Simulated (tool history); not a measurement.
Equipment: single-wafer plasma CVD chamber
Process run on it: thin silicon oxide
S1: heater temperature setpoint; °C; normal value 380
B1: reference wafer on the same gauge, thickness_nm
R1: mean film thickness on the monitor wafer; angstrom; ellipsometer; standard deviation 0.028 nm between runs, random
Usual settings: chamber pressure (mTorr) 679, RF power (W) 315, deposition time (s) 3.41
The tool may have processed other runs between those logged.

Run 1, hour 0.0: usual settings but RF power (W) 280; B1 5.632. Result: R1 58.88 angstrom.
Run 2, hour 56.6: usual settings but S1 375 °C; B1 5.629. Result: R1 60.91 angstrom.
Run 3, hour 99.2: usual settings but S1 375 °C; B1 5.631. Result: R1 61.52 angstrom.
Run 4, hour 161.6: usual settings but S1 375 °C; B1 5.632. Result: R1 61.39 angstrom.
Run 5, hour 242.6: usual settings; B1 5.637. Result: R1 60.59 angstrom.
Run 6, hour 283.0: usual settings; B1 5.625. Result: R1 61.20 angstrom.
Run 7, hour 388.2: usual settings; B1 5.624. Result: R1 61.47 angstrom.
Run 8, hour 485.5: usual settings; B1 5.630. Result: R1 61.49 angstrom.
Run 9, hour 554.5: usual settings but deposition time (s) 3.73; B1 5.629. Result: R1 67.03 angstrom.
Run 10, hour 614.6: usual settings; B1 5.630. Result: R1 61.03 angstrom.
Run 11, hour 713.5: usual settings but RF power (W) 280; B1 5.631. Result: R1 59.73 angstrom.
Run 12, hour 762.2: usual settings but RF power (W) 365, deposition time (s) 3.66; B1 5.631. Result: R1 68.11 angstrom.
Run 13, hour 836.3: usual settings but S1 374 °C, chamber pressure (mTorr) 723, RF power (W) 345, deposition time (s) 2.82; B1 5.630. Result: R1 54.54 angstrom.
Run 14, hour 923.8: usual settings but S1 385 °C, chamber pressure (mTorr) 795, RF power (W) 295, deposition time (s) 4.08; B1 5.629. Result: R1 80.26 angstrom.
Run 15, hour 1018.4: usual settings but deposition time (s) 3.73; B1 5.630. Result: R1 67.02 angstrom.
Run 16, hour 1082.7: usual settings but chamber pressure (mTorr) 830; B1 5.633. Result: R1 70.61 angstrom.
Run 17, hour 1133.5: usual settings but deposition time (s) 3.08; B1 5.631. Result: R1 55.79 angstrom.
Run 18, hour 1236.1: usual settings but RF power (W) 335; B1 5.632. Result: R1 62.49 angstrom.
Run 19, hour 1333.4: usual settings but S1 374 °C, chamber pressure (mTorr) 723, RF power (W) 345, deposition time (s) 2.82; B1 5.631. Result: R1 54.47 angstrom.
Run 20, hour 1410.8: usual settings; B1 5.631. Result: R1 58.30 angstrom.
Run 21, hour 1484.5: usual settings; B1 5.633. Result: R1 58.60 angstrom.
Run 22, hour 1585.7: usual settings but deposition time (s) 4.07; B1 5.632. Result: R1 70.39 angstrom.
Run 23, hour 1684.1: usual settings but S1 393 °C, chamber pressure (mTorr) 617, deposition time (s) 3.69; B1 5.630. Result: R1 59.29 angstrom.
Run 24, hour 1790.6: usual settings but RF power (W) 340, deposition time (s) 2.81; B1 5.631. Result: R1 50.51 angstrom.
Run 25, hour 1844.9: usual settings but S1 391 °C, deposition time (s) 4.02; B1 5.630. Result: R1 70.01 angstrom.
Run 26, hour 1930.1: usual settings but S1 366 °C, chamber pressure (mTorr) 557, RF power (W) 340, deposition time (s) 2.84; B1 5.630. Result: R1 44.75 angstrom.
Run 27, hour 2030.7: usual settings but S1 387 °C, deposition time (s) 3.63; B1 5.633. Result: R1 63.42 angstrom.
Run 28, hour 2098.2: usual settings; B1 5.629. Result: R1 60.03 angstrom.

The log once held 5 entries between its listed runs, left out of this copy. Where does each go, and what is different about the tool's unlogged condition between the listed run before it and the listed run after it?
After run 11, before run 12: gauge calibrated (hour 748.5)
  true pressure above the setpoint (%): 8.29 -> 8.34
  measured result minus the result with no hidden state, R1: +3.24 -> +3.72 angstrom
After run 12, before run 13: thermocouple changed; heater temperature recalibrated (hour 832.7)
  true pressure above the setpoint (%): 8.34 -> 8.41
  measured result minus the result with no hidden state, R1: +3.72 -> +2.99 angstrom
After run 18, before run 19: showerhead replaced (hour 1286.1)
  true pressure above the setpoint (%): 8.66 -> 8.71
  measured result minus the result with no hidden state, R1: +3.53 -> +3.08 angstrom
After run 19, before run 20: capacitance manometer re-zeroed and calibrated (hour 1348.4)
  true pressure above the setpoint (%): 8.71 -> 0.289
  measured result minus the result with no hidden state, R1: +3.08 -> +0.12 angstrom
After run 20, before run 21: RF generator calibrated (hour 1449.8)
  true pressure above the setpoint (%): 0.289 -> 1.03
  measured result minus the result with no hidden state, R1: +0.12 -> +0.42 angstrom
